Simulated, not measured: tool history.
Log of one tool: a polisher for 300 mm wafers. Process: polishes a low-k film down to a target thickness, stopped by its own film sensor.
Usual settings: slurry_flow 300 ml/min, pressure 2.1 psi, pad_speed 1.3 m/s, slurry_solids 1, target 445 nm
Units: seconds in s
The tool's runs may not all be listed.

run,hour,slurry_flow,pressure,pad_speed,slurry_solids,target,"incoming thickness of the incoming film, nm",seconds
1,0,300,2.1,1.3,1,445,526.8,161.4
2,10.1,300,2.1,1.3,1,445,514.6,137.7
3,23.5,300,2.1,1.3,1,445,514.7,141.3
# hour 28.3: worn pad replaced by a new one
4,35.1,300,2.1,1.3,1,445,518.4,154.4
5,42.5,300,2.1,1.3,1,445,512.4,140.4
6,58.4,250,2.1,1.3,1,433,521.9,193.5
7,76.3,250,2.1,1.3,1,433,512.4,168.7
8,90.4,300,2.1,1.3,1,445,516.1,152
# hour 104.3: conditioning disc replaced and pad reconditioned
9,110.8,270,2.1,1.3,1,439,519.2,152.4
10,121.7,270,2.1,1.3,1,439,514.4,150.8
11,136.8,270,2.1,1.3,1,439,525.6,173.4
12,146.3,300,2.1,1.3,0.8,445,508.9,152.4
13,152.7,300,2.1,1.3,0.8,445,522.7,193.5
14,169.6,235,2.1,1.3,0.8,432,523.5,237.1
15,185.9,300,2.1,0.9,1,445,527.6,225.6
# hour 201.3: slurry blender recalibrated
16,201.8,345,2.1,1.3,1,429,511.4,167.7
# hour 214.9: head pressure recalibrated
# hour 216.8: worn pad replaced by a new one, of another model than before
# hour 236.8: slurry nozzle cleaned
# hour 237.4: conditioning disc replaced and pad reconditioned
17,250.6,300,1.7,1.14,1.2,427,527.8,209
18,264.2,300,2.1,1.3,1,445,528.6,166.1
19,277.3,300,2.1,1.3,1,445,520.6,150.7
20,285.8,300,2.1,1.3,1,453,520.1,135.7
21,299,350,2.1,0.96,1,445,527,194.1
22,309,300,1.7,1.48,0.75,445,517.3,208.3
23,321,345,2.1,1.3,1,429,522.3,195.7
24,333.5,300,2.1,1.3,1,445,518.3,159.1
25,345.5,300,2.1,1.3,1,445,516.6,153.9
26,362.5,300,2.1,1.54,1,445,525.4,160.9
27,379.1,300,2.1,1.3,1,466,521.3,122.8

Forecast each of these 3 alternatives for the next run:
A,379.6,300,2.1,1.3,1,434,523.3,?
B,379.6,300,1.9,1.3,1,445,523.3,?
C,379.6,300,1.5,1.3,1,445,523.3,?

run,seconds
A,198.2
B,183.6
C,207.7
Without the tool's hidden state the same runs would have given:
run,seconds
A,170
B,158.7
C,182.1
